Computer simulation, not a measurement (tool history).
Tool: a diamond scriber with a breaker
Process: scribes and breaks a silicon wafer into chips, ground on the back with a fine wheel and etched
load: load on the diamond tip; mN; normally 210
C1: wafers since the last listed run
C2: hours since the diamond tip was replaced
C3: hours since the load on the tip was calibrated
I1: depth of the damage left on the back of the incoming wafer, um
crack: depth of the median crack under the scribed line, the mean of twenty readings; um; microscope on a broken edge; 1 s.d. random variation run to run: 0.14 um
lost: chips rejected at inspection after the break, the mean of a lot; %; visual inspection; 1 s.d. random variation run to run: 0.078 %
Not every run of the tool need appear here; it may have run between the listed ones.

{"run": 1, "day": 0.0, "load": 186, "C1": 0, "C2": 377.5, "C3": 468.8, "I1": 0.39, "crack": 8.82, "lost": 3.52}
{"run": 2, "day": 2.008, "load": 257, "C1": 137, "C2": 425.7, "C3": 517, "I1": 0.56, "crack": 11.48, "lost": 6.43}
{"run": 3, "day": 5.762, "load": 257, "C1": 257, "C2": 515.8, "C3": 607.1, "I1": 0.47, "crack": 11.09, "lost": 6.56}
{"run": 4, "day": 9.2, "load": 210, "C1": 235, "C2": 598.3, "C3": 689.6, "I1": 0.65, "crack": 9.98, "lost": 1.72}
{"day": 11.921, "done": "load on the tip recalibrated"}
{"run": 5, "day": 12.733, "load": 175, "C1": 236, "C2": 683.1, "C3": 19.5, "I1": 0.47, "crack": 8.77, "lost": 5.65}
{"run": 6, "day": 16.792, "load": 175, "C1": 278, "C2": 780.5, "C3": 116.9, "I1": 0.58, "crack": 8.75, "lost": 5.69}
{"run": 7, "day": 21.258, "load": 175, "C1": 306, "C2": 887.7, "C3": 224.1, "I1": 0.68, "crack": 8.63, "lost": 5.94}
{"run": 8, "day": 23.338, "load": 210, "C1": 142, "C2": 937.6, "C3": 274, "I1": 0.49, "crack": 9.76, "lost": 1.58}
{"run": 9, "day": 26.004, "load": 210, "C1": 182, "C2": 1001.6, "C3": 338, "I1": 0.3, "crack": 10.12, "lost": 1.55}
{"run": 10, "day": 30.075, "load": 210, "C1": 279, "C2": 1099.3, "C3": 435.7, "I1": 0.55, "crack": 9.85, "lost": 1.76}
{"day": 30.733, "done": "diamond tip replaced by a new one"}
{"run": 11, "day": 33.033, "load": 210, "C1": 197, "C2": 55.2, "C3": 506.7, "I1": 0.66, "crack": 9.97, "lost": 1.61}
{"run": 12, "day": 36.458, "load": 242, "C1": 234, "C2": 137.4, "C3": 588.9, "I1": 0.31, "crack": 10.9, "lost": 3.78}
{"run": 13, "day": 40.904, "load": 167, "C1": 304, "C2": 244.1, "C3": 695.6, "I1": 0.46, "crack": 8.46, "lost": 8.27}
{"run": 14, "day": 43.762, "load": 236, "C1": 196, "C2": 312.7, "C3": 764.2, "I1": 0.35, "crack": 10.73, "lost": 3.02}
{"day": 44.583, "done": "load on the tip recalibrated"}
{"run": 15, "day": 46.117, "load": 163, "C1": 155, "C2": 369.2, "C3": 36.8, "I1": 0.37, "crack": 8.18, "lost": 9.84}
{"run": 16, "day": 49.375, "load": 210, "C1": 223, "C2": 447.4, "C3": 115, "I1": 0.57, "crack": 9.98, "lost": 1.73}
{"run": 17, "day": 51.312, "load": 210, "C1": 132, "C2": 493.9, "C3": 161.5, "I1": 0.51, "crack": 9.66, "lost": 1.68}
{"run": 18, "day": 54.346, "load": 272, "C1": 208, "C2": 566.7, "C3": 234.3, "I1": 0.74, "crack": 11.92, "lost": 9.56}
{"run": 19, "day": 57.342, "load": 210, "C1": 205, "C2": 638.6, "C3": 306.2, "I1": 0.5, "crack": 9.71, "lost": 1.61}
{"run": 20, "day": 61.167, "load": 226, "C1": 262, "C2": 730.4, "C3": 398, "I1": 0.38, "crack": 10.38, "lost": 2.02}
{"run": 21, "day": 63.958, "load": 210, "C1": 191, "C2": 797.4, "C3": 465, "I1": 0.53, "crack": 10.17, "lost": 1.58}
{"run": 22, "day": 67.85, "load": 261, "C1": 266, "C2": 890.8, "C3": 558.4, "I1": 0.32, "crack": 11.41, "lost": 7.1}
{"run": 23, "day": 72.262, "load": 237, "C1": 302, "C2": 996.7, "C3": 664.3, "I1": 0.45, "crack": 10.62, "lost": 3.47}

Alternative continuations, all from the tool just after run 23; predict every row:
{"run": "A", "day": 72.292, "load": 210, "C1": 2, "C2": 997.4, "C3": 665, "I1": 0.42, "crack": "?", "lost": "?"}
{"run": "B", "day": 72.292, "load": 235, "C1": 2, "C2": 997.4, "C3": 665, "I1": 0.42, "crack": "?", "lost": "?"}
{"run": "C", "day": 72.292, "load": 166, "C1": 2, "C2": 997.4, "C3": 665, "I1": 0.42, "crack": "?", "lost": "?"}

run=A crack=9.77 lost=1.74
run=B crack=10.58 lost=3.34
run=C crack=8.27 lost=8.7
With the hidden condition removed and each run's random variation left untouched, the same runs would have given:
run=A crack=9.77 lost=1.74
run=B crack=10.58 lost=3.34
run=C crack=8.27 lost=8.7
